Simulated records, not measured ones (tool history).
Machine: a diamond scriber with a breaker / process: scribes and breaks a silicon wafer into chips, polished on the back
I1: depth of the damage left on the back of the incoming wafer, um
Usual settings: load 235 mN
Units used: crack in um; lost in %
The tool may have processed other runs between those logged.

{"run": 1, "day": 0.0, "load": 257, "I1": 0.03, "crack": 12.98, "lost": 1.75}
{"day": 1.129, "done": "load on the tip recalibrated"}
{"run": 2, "day": 2.533, "load": 254, "I1": 0.04, "crack": 12.91, "lost": 1.77}
{"run": 3, "day": 5.117, "load": 254, "I1": 0.05, "crack": 12.91, "lost": 1.74}
{"day": 6.462, "done": "diamond tip replaced by a new one"}
{"run": 4, "day": 7.179, "load": 254, "I1": 0.04, "crack": 12.97, "lost": 1.69}
{"run": 5, "day": 10.625, "load": 235, "I1": 0.01, "crack": 12.74, "lost": 1.49}
{"run": 6, "day": 13.233, "load": 235, "I1": 0.05, "crack": 12.05, "lost": 1.55}
{"run": 7, "day": 15.671, "load": 260, "I1": 0.05, "crack": 13.04, "lost": 1.8}
{"run": 8, "day": 19.842, "load": 260, "I1": 0.03, "crack": 13.16, "lost": 1.85}
{"run": 9, "day": 24.267, "load": 199, "I1": 0.04, "crack": 10.91, "lost": 2.37}
{"day": 24.592, "done": "diamond tip replaced by a new one"}
{"run": 10, "day": 27.546, "load": 235, "I1": 0.04, "crack": 11.85, "lost": 1.58}
{"run": 11, "day": 31.746, "load": 235, "I1": 0.02, "crack": 12.14, "lost": 1.45}
{"run": 12, "day": 35.142, "load": 235, "I1": 0.03, "crack": 12.73, "lost": 1.45}
{"run": 13, "day": 36.879, "load": 235, "I1": 0.02, "crack": 12.16, "lost": 1.5}
{"run": 14, "day": 38.788, "load": 198, "I1": 0.05, "crack": 11.06, "lost": 2.17}
{"run": 15, "day": 41.925, "load": 198, "I1": 0.03, "crack": 11.66, "lost": 2.29}
{"day": 45.458, "done": "diamond tip replaced by a new one"}
{"run": 16, "day": 45.962, "load": 198, "I1": 0.01, "crack": 11.46, "lost": 2.27}
{"run": 17, "day": 50.217, "load": 235, "I1": 0.05, "crack": 12.25, "lost": 1.36}
{"run": 18, "day": 57.892, "load": 235, "I1": 0.05, "crack": 12.34, "lost": 1.41}
{"run": 19, "day": 60.0, "load": 281, "I1": 0.02, "crack": 13.89, "lost": 2.61}
{"day": 65.067, "done": "diamond tip replaced by a new one"}
{"run": 20, "day": 65.875, "load": 235, "I1": 0.01, "crack": 12.78, "lost": 1.42}
{"day": 66.958, "done": "load on the tip recalibrated"}
{"run": 21, "day": 69.467, "load": 235, "I1": 0.01, "crack": 12.85, "lost": 1.43}
{"run": 22, "day": 73.271, "load": 279, "I1": 0.03, "crack": 13.79, "lost": 2.27}
{"run": 23, "day": 77.379, "load": 235, "I1": 0.03, "crack": 12, "lost": 1.48}
{"run": 24, "day": 79.771, "load": 235, "I1": 0.01, "crack": 12.11, "lost": 1.37}
{"run": 25, "day": 83.196, "load": 200, "I1": 0.03, "crack": 11.16, "lost": 2.19}
{"day": 84.171, "done": "diamond tip replaced by a new one"}
{"run": 26, "day": 85.012, "load": 235, "I1": 0.01, "crack": 12.34, "lost": 1.48}
{"run": 27, "day": 87.692, "load": 298, "I1": 0.04, "crack": 13.92, "lost": 3.16}
{"run": 28, "day": 89.754, "load": 295, "I1": 0.03, "crack": 14.18, "lost": 2.87}
{"run": 29, "day": 93.579, "load": 211, "I1": 0.04, "crack": 11.87, "lost": 1.82}
{"run": 30, "day": 96.288, "load": 212, "I1": 0.04, "crack": 11.87, "lost": 1.69}
{"run": 31, "day": 99.921, "load": 181, "I1": 0.02, "crack": 10.81, "lost": 3.49}
{"day": 102.692, "done": "diamond tip replaced by a new one"}
{"run": 32, "day": 103.004, "load": 288, "I1": 0.03, "crack": 13.86, "lost": 2.7}
{"run": 33, "day": 105.125, "load": 253, "I1": 0.02, "crack": 12.94, "lost": 1.54}

For each run, what was the tool's unlogged condition?
share of the diamond tip's cutting effectiveness lost through wear, %: 0 across all the runs
deviation of the load on the tip from its setpoint, %: 0 across all the runs
